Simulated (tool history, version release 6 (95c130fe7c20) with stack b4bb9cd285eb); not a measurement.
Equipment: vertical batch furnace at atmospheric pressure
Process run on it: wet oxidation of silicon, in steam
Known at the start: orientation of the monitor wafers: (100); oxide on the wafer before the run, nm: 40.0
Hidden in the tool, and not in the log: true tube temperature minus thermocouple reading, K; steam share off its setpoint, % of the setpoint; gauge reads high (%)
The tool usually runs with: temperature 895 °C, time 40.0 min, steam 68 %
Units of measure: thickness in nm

| run | hour | temperature | time | steam | wafers since the last listed run | hours since the last temperature calibration | hours since the steam generator was serviced | hours since the gauge calibration | read-back reference wafer on the same gauge, thickness | thickness |
|---|---|---|---|---|---|---|---|---|---|---|
| 1 | 0.0 | 895 | 40.0 | 68 | 0 | 1377.2 | 3104.9 | 717.0 | 109.02 | 98.49 |
| 2 | 65.5 | 895 | 40.0 | 68 | 689 | 1442.7 | 3170.4 | 782.5 | 108.96 | 99.42 |
| 3 | 117.8 | 895 | 40.0 | 68 | 550 | 1495.0 | 3222.7 | 834.8 | 109.09 | 99.26 |
| 4 | 186.0 | 895 | 40.0 | 68 | 718 | 1563.2 | 3290.9 | 903.0 | 109.28 | 99.28 |
| 5 | 213.4 | 895 | 40.0 | 68 | 288 | 1590.6 | 3318.3 | 930.4 | 109.27 | 98.42 |
| 6 | 240.8 | 895 | 40.0 | 68 | 288 | 1618.0 | 3345.7 | 957.8 | 108.97 | 99.87 |
| 7 | 283.6 | 895 | 40.0 | 68 | 450 | 1660.8 | 3388.5 | 1000.6 | 108.92 | 99.17 |
| 8 | 310.1 | 895 | 40.0 | 68 | 279 | 1687.3 | 3415.0 | 1027.1 | 109.10 | 99.29 |
| 9 | 375.7 | 895 | 55.5 | 68 | 690 | 1752.9 | 3480.6 | 1092.7 | 109.10 | 122.66 |
| 10 | 415.1 | 895 | 55.5 | 68 | 414 | 1792.3 | 3520.0 | 1132.1 | 109.02 | 123.13 |
| 11 | 472.1 | 895 | 40.0 | 68 | 600 | 1849.3 | 3577.0 | 1189.1 | 109.10 | 100.42 |
| 12 | 498.8 | 895 | 40.0 | 68 | 281 | 1876.0 | 3603.7 | 1215.8 | 109.24 | 100.28 |
| 13 | 534.7 | 895 | 40.0 | 68 | 378 | 1911.9 | 3639.6 | 1251.7 | 109.10 | 100.79 |
|  | 587.0 | steam generator serviced |
| 14 | 601.0 | 895 | 40.0 | 68 | 445 | 1978.2 | 14.0 | 1318.0 | 109.30 | 107.19 |
| 15 | 653.6 | 895 | 40.0 | 68 | 553 | 2030.8 | 66.6 | 1370.6 | 108.98 | 105.59 |
|  | 696.3 | thermocouples replaced and temperature profile calibrated |
| 16 | 717.8 | 895 | 40.0 | 68 | 423 | 21.5 | 130.8 | 1434.8 | 108.89 | 99.76 |
| 17 | 772.1 | 914 | 26.0 | 61 | 571 | 75.8 | 185.1 | 1489.1 | 109.04 | 86.21 |
| 18 | 818.8 | 895 | 40.0 | 68 | 491 | 122.5 | 231.8 | 1535.8 | 108.76 | 100.01 |
| 19 | 871.2 | 895 | 40.0 | 68 | 551 | 174.9 | 284.2 | 1588.2 | 109.10 | 99.72 |
| 20 | 907.5 | 895 | 28.5 | 68 | 382 | 211.2 | 320.5 | 1624.5 | 109.04 | 82.13 |
| 21 | 1052.7 | 872 | 40.0 | 68 | 1528 | 356.4 | 465.7 | 1769.7 | 109.16 | 80.25 |
| 22 | 1081.5 | 885 | 46.5 | 58 | 303 | 385.2 | 494.5 | 1798.5 | 108.84 | 89.38 |
| 23 | 1148.4 | 895 | 46.5 | 68 | 704 | 452.1 | 561.4 | 1865.4 | 108.98 | 107.92 |
|  | 1154.6 | gauge calibrated |
| 24 | 1211.2 | 895 | 40.0 | 68 | 661 | 514.9 | 624.2 | 56.6 | 108.87 | 97.95 |
| 25 | 1248.5 | 895 | 20.0 | 74 | 392 | 552.2 | 661.5 | 93.9 | 109.05 | 71.46 |
| 26 | 1306.6 | 888 | 40.0 | 68 | 611 | 610.3 | 719.6 | 152.0 | 109.01 | 92.12 |
| 27 | 1351.2 | 895 | 40.0 | 68 | 469 | 654.9 | 764.2 | 196.6 | 109.11 | 98.23 |
| 28 | 1389.2 | 880 | 22.0 | 59 | 400 | 692.9 | 802.2 | 234.6 | 108.91 | 61.38 |
| 29 | 1452.5 | 878 | 50.0 | 57 | 666 | 756.2 | 865.5 | 297.9 | 108.80 | 86.87 |

What does the tool deliver on the next run?
| 30 | 1477.3 | 895 | 40.0 | 68 | 261 | 781.0 | 890.3 | 322.7 | ? | ? |

read-back reference wafer on the same gauge, thickness: 108.89
thickness: 98.37 nm
Minus the tool's unlogged condition, the same run would have read thickness 100.39 nm.
